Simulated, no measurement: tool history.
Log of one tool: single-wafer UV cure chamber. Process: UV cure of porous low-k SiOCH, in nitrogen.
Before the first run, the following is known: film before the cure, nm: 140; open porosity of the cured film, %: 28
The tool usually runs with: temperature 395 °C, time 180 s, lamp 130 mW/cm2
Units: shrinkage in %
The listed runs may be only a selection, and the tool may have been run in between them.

run   hour  temperature  time  lamp  wafers since the last listed run  hours since the UV bulbs were replaced  wafers since the quartz window was cleaned  shrinkage
  1      0          395   180   130                                 0                                    1071                                         880     14.694
  2   14.8          395   100   130                                63                                  1085.8                                         944     11.547
  3   27.1          395   100   130                                53                                  1098.1                                         997     11.656
  4   35.9          395   180   130                                37                                  1106.9                                        1035     14.765
  5   59.8          395   180   130                               103                                  1130.8                                        1138     14.987
  6   77.8          395   180   130                                77                                  1148.8                                        1216     14.523
  7   91.4          395   240   130                                58                                  1162.4                                        1274     15.911
  8  107.8          395   240   130                                70                                  1178.8                                        1345     16.228
  9  161.6          395   180   130                               232                                  1232.6                                        1577      14.17
 10  173.1          395   180   130                                49                                  1244.1                                        1627      14.22
       185  -- UV bulbs replaced
 11  185.5          395   180   130                                18                                     0.5                                        1646     14.166
 12  191.6          395   180   130                                26                                     6.6                                        1672     14.418
 13  205.3          395   260   130                                59                                    20.3                                        1731     16.278
 14  251.4          395   260   130                               198                                    66.4                                        1930     16.121
 15  268.3          395   180   130                                72                                    83.3                                        2003     14.114
 16  280.9          395   180   130                                54                                    95.9                                        2057     14.434
 17  288.8          395   180   130                                34                                   103.8                                        2091     14.089
 18  303.2          406   235   111                                62                                   118.2                                        2153     14.856
 19  315.3          389   180   147                                52                                   130.3                                        2206       14.2
 20  332.4          395   210   140                                73                                   147.4                                        2279     15.456
 21  349.6          386   125    95                                74                                   164.6                                        2354     10.395
 22    363          395   125   130                                57                                     178                                        2411     12.101
 23  375.1          409   180   130                                52                                   190.1                                        2464      14.29
 24  392.6          395   230   130                                75                                   207.6                                        2539     15.031
 25  410.3          395   180   130                                76                                   225.3                                        2615     13.673
     424.5  -- quartz window cleaned
 26  449.9          395   180   130                               136                                   264.9                                         109     15.114
 27  466.3          401   130    94                                70                                   281.3                                         180     11.583
 28  476.9          386    85   113                                45                                   291.9                                         226     10.229
 29  483.3          407   260   168                                27                                   298.3                                         253     18.505
 30    491          395    85   130                                33                                     306                                         286     11.152
 31  508.5          402   180   166                                75                                   323.5                                         362     16.071
 32    525          395   255   145                                71                                     340                                         433     17.438
 33  534.6          395   180   130                                41                                   349.6                                         475     14.941
 34  542.9          395   180   130                                35                                   357.9                                         510     14.527

What differs in the tool's unlogged condition from the final listed run ahead of each entry between runs to the first listed run following it?
Logged between run 10 and run 11: UV bulbs replaced (hour 185)
  transmission lost against a clean window, %: 14.4 -> 14.8
  what was measured, less what the result would be without the hidden state, shrinkage: -0.821 -> -0.846 %
Logged between run 25 and run 26: quartz window cleaned (hour 424.5)
  transmission lost against a clean window, %: 23 -> 1.85
  what was measured, less what the result would be without the hidden state, shrinkage: -1.371 -> -0.1 %
